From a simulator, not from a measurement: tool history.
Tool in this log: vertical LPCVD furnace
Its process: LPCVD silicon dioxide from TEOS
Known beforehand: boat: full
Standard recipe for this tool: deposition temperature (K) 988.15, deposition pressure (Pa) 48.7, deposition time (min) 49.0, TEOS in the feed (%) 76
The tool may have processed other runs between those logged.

run     day  deposition temperature (K)  deposition pressure (Pa)  deposition time (min)  TEOS in the feed (%)  wafers since the last listed run  hours since the last temperature calibration  hours since the pressure gauge was zeroed  hours since the TEOS flow controller was replaced  hours since the gauge calibration  read-back reference wafer on the same gauge, thickness  film thickness on the monitor wafer in the middle of the boat (angstrom)
  1   0.000                      997.15                      48.7                   49.0                    76                                 0                                        3349.4                                     4030.1                                             4542.3                              294.0                                                  541.56                                                                    7245.6
  2   1.479                      997.15                      48.7                   49.0                    76                               640                                        3384.9                                     4065.6                                             4577.8                              329.5                                                  541.90                                                                    7278.0
  3   3.000                      997.15                      48.7                   49.0                    76                               658                                        3421.4                                     4102.1                                             4614.3                              366.0                                                  541.76                                                                    7284.8
  4   5.696                      988.15                      48.7                   49.0                    76                              1167                                        3486.1                                     4166.8                                             4679.0                              430.7                                                  541.83                                                                    5951.2
  5   7.254                      988.15                      48.7                   49.0                    76                               675                                        3523.5                                     4204.2                                             4716.4                              468.1                                                  541.62                                                                    5969.1
  6   9.308                      988.15                      48.7                   49.0                    76                               889                                        3572.8                                     4253.5                                             4765.7                              517.4                                                  541.96                                                                    5968.6
  7  12.296                      988.15                      48.7                   49.0                    76                              1294                                        3644.5                                     4325.2                                             4837.4                              589.1                                                  542.60                                                                    5997.3
  8  14.829                      988.15                      48.7                   49.0                    76                              1097                                        3705.3                                     4386.0                                             4898.2                              649.9                                                  542.17                                                                    6025.7
  9  16.408                      988.15                      57.3                   55.5                    76                               684                                        3743.2                                     4423.9                                             4936.1                              687.8                                                  542.04                                                                    7409.0
 10  18.946                      988.15                      48.7                   49.0                    76                              1099                                        3804.1                                     4484.8                                             4997.0                              748.7                                                  541.31                                                                    6024.9
     21.704  -- TEOS flow controller replaced
 11  21.725                      997.15                      48.7                   49.0                    71                               770                                        3870.8                                     4551.5                                                0.5                              815.4                                                  542.64                                                                    7127.3
 12  23.758                      997.15                      48.7                   49.0                    71                               880                                        3919.6                                     4600.3                                               49.3                              864.2                                                  541.76                                                                    7099.3
 13  26.600                      997.15                      48.7                   49.0                    71                              1231                                        3987.8                                     4668.5                                              117.5                              932.4                                                  542.10                                                                    7125.0
 14  28.538                      988.15                      48.7                   49.0                    76                               839                                        4034.3                                     4715.0                                              164.0                              978.9                                                  541.61                                                                    6075.4
     30.500  -- thermocouples replaced and temperature profile calibrated
 15  30.521                      988.15                      48.7                   49.0                    76                               425                                           0.5                                     4762.6                                              211.6                             1026.5                                                  542.39                                                                    5744.2
 16  31.933                      982.15                      40.7                   49.0                    70                               611                                          34.4                                     4796.5                                              245.5                             1060.4                                                  542.07                                                                    4401.9
 17  34.446                      988.15                      44.0                   49.0                    76                              1088                                          94.7                                     4856.8                                              305.8                             1120.7                                                  541.74                                                                    5462.0
 18  36.092                      988.15                      56.7                   49.0                    62                               713                                         134.2                                     4896.3                                              345.3                             1160.2                                                  541.99                                                                    5604.2
     38.192  -- gauge calibrated
 19  38.925                      980.15                      48.7                   43.5                    76                              1227                                         202.2                                     4964.3                                              413.3                               17.6                                                  541.66                                                                    4242.7
     41.838  -- pressure gauge zeroed
 20  41.904                      980.15                      42.7                   55.5                    76                               857                                         273.7                                        1.6                                              484.8                               89.1                                                  541.82                                                                    5118.9
 21  43.733                      988.15                      48.7                   59.0                    67                               792                                         317.6                                       45.5                                              528.7                              133.0                                                  542.80                                                                    6501.6
 22  46.054                      984.15                      37.3                   49.0                    76                              1005                                         373.3                                      101.2                                              584.4                              188.7                                                  542.26                                                                    4592.8
 23  48.650                      984.15                      54.7                   68.5                    64                              1124                                         435.6                                      163.5                                              646.7                              251.0                                                  541.81                                                                    7158.0
 24  50.812                      988.15                      48.7                   49.0                    69                               936                                         487.5                                      215.4                                              698.6                              302.9                                                  542.07                                                                    5471.5
 25  53.367                      997.15                      48.7                   49.0                    76                              1106                                         548.8                                      276.7                                              759.9                              364.2                                                  542.03                                                                    7058.0
 26  54.938                     1000.15                      48.7                   33.0                    89                               680                                         586.5                                      314.4                                              797.6                              401.9                                                  542.43                                                                    5478.2
 27  56.996                      988.15                      57.3                   37.5                    76                               891                                         635.9                                      363.8                                              847.0                              451.3                                                  541.81                                                                    4777.7
 28  59.542                      988.15                      48.7                   49.0                    76                              1102                                         697.0                                      424.9                                              908.1                              512.4                                                  541.61                                                                    5755.8

Each row is a separate what-if for the run after 28, all from the same tool condition, not one after another. Results?
  A  59.725                      988.15                      48.7                   49.0                    63                                79                                         701.4                                      429.3                                              912.5                              516.8                                                       ?                                                                         ?
  B  59.725                      988.15                      48.7                   49.0                    80                                79                                         701.4                                      429.3                                              912.5                              516.8                                                       ?                                                                         ?
  C  59.725                      998.15                      54.7                   34.0                    76                                79                                         701.4                                      429.3                                              912.5                              516.8                                                       ?                                                                         ?
  D  59.725                      988.15                      48.7                   39.5                    76                                79                                         701.4                                      429.3                                              912.5                              516.8                                                       ?                                                                         ?
  E  59.725                      978.15                      48.7                   67.0                    63                                79                                         701.4                                      429.3                                              912.5                              516.8                                                       ?                                                                         ?

run  read-back reference wafer on the same gauge, thickness  film thickness on the monitor wafer in the middle of the boat (angstrom)
  A                                                  542.00                                                                    5257.1
  B                                                  542.00                                                                    5924.1
  C                                                  542.00                                                                    5307.7
  D                                                  542.00                                                                    4654.6
  E                                                  542.00                                                                    5724.4
Without the tool's hidden state the same runs would have given:
run  film thickness on the monitor wafer in the middle of the boat (angstrom)
  A                                                                    5228.9
  B                                                                    5892.2
  C                                                                    5279.7
  D                                                                    4629.6
  E                                                                    5693.0
